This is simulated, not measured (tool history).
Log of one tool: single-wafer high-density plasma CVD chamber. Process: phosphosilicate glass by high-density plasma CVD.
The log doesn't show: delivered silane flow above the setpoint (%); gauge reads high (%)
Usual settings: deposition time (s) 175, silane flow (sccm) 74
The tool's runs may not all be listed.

| run | hour | deposition time (s) | silane flow (sccm) | wafers since the last listed run | hours since the silane flow controller was replaced | hours since the gauge calibration | read-back reference wafer on the same gauge, thickness_nm | mean film thickness on the monitor wafer (angstrom) |
|---|---|---|---|---|---|---|---|---|
| 1 | 0 | 175 | 67 | 0 | 1257.1 | 330 | 1010.087 | 10637.21 |
| 2 | 29.9 | 175 | 67 | 161 | 1287 | 359.9 | 1010.12 | 10622.94 |
| 3 | 45.3 | 195 | 74 | 83 | 1302.4 | 375.3 | 1009.51 | 13015.06 |
| 4 | 69.3 | 175 | 74 | 129 | 1326.4 | 399.3 | 1010.058 | 11682.62 |
| 5 | 90.7 | 175 | 74 | 115 | 1347.8 | 420.7 | 1010.087 | 11684.07 |
| 6 | 111.1 | 175 | 74 | 110 | 1368.2 | 441.1 | 1009.183 | 11686.41 |
| 7 | 134.7 | 198 | 63 | 127 | 1391.8 | 464.7 | 1010.207 | 11299.2 |
| 8 | 149.2 | 198 | 63 | 78 | 1406.3 | 479.2 | 1009.806 | 11256.45 |
|  | 156.5 | gauge calibrated |
| 9 | 176.9 | 175 | 74 | 149 | 1434 | 20.4 | 1010.124 | 11706.39 |
| 10 | 203.9 | 175 | 74 | 146 | 1461 | 47.4 | 1010.202 | 11656.37 |
|  | 239.8 | silane flow controller replaced |
| 11 | 240.3 | 165 | 60 | 153 | 0.5 | 83.8 | 1009.642 | 10047.64 |
| 12 | 260.9 | 175 | 74 | 111 | 21.1 | 104.4 | 1010.263 | 13199.2 |
| 13 | 280.2 | 144 | 82 | 104 | 40.4 | 123.7 | 1009.349 | 11971.01 |
| 14 | 310.5 | 146 | 62 | 164 | 70.7 | 154 | 1009.644 | 9198.65 |
|  | 324.3 | silane flow controller replaced, repeated, since the last time left the tool worse |
| 15 | 324.8 | 195 | 64 | 34 | 0.5 | 168.3 | 1010.321 | 11723.51 |
| 16 | 342.1 | 146 | 62 | 93 | 17.8 | 185.6 | 1009.993 | 8508.18 |
| 17 | 364.1 | 162 | 59 | 119 | 39.8 | 207.6 | 1010.326 | 8946.25 |
| 18 | 384.8 | 153 | 79 | 112 | 60.5 | 228.3 | 1009.504 | 11366.44 |
| 19 | 405.3 | 159 | 80 | 110 | 81 | 248.8 | 1010.059 | 11938.02 |
| 20 | 420.5 | 175 | 74 | 82 | 96.2 | 264 | 1009.635 | 12198.26 |

Measured less the same run without the tool's hidden state. The same run-to-run variation is in both; the gauge's scatter may not be:
| run | mean film thickness on the monitor wafer (angstrom) |
|---|---|
| 1 | -453.18 |
| 2 | -461.96 |
| 3 | -571.92 |
| 4 | -521.67 |
| 5 | -529.15 |
| 6 | -536.34 |
| 7 | -526.49 |
| 8 | -529.36 |
| 9 | -560.19 |
| 10 | -567.18 |
| 11 | +727.35 |
| 12 | +949.13 |
| 13 | +855.4 |
| 14 | +650.77 |
| 15 | -54.8 |
| 16 | -43.81 |
| 17 | -51.47 |
| 18 | -71.86 |
| 19 | -82.21 |
| 20 | -89.11 |

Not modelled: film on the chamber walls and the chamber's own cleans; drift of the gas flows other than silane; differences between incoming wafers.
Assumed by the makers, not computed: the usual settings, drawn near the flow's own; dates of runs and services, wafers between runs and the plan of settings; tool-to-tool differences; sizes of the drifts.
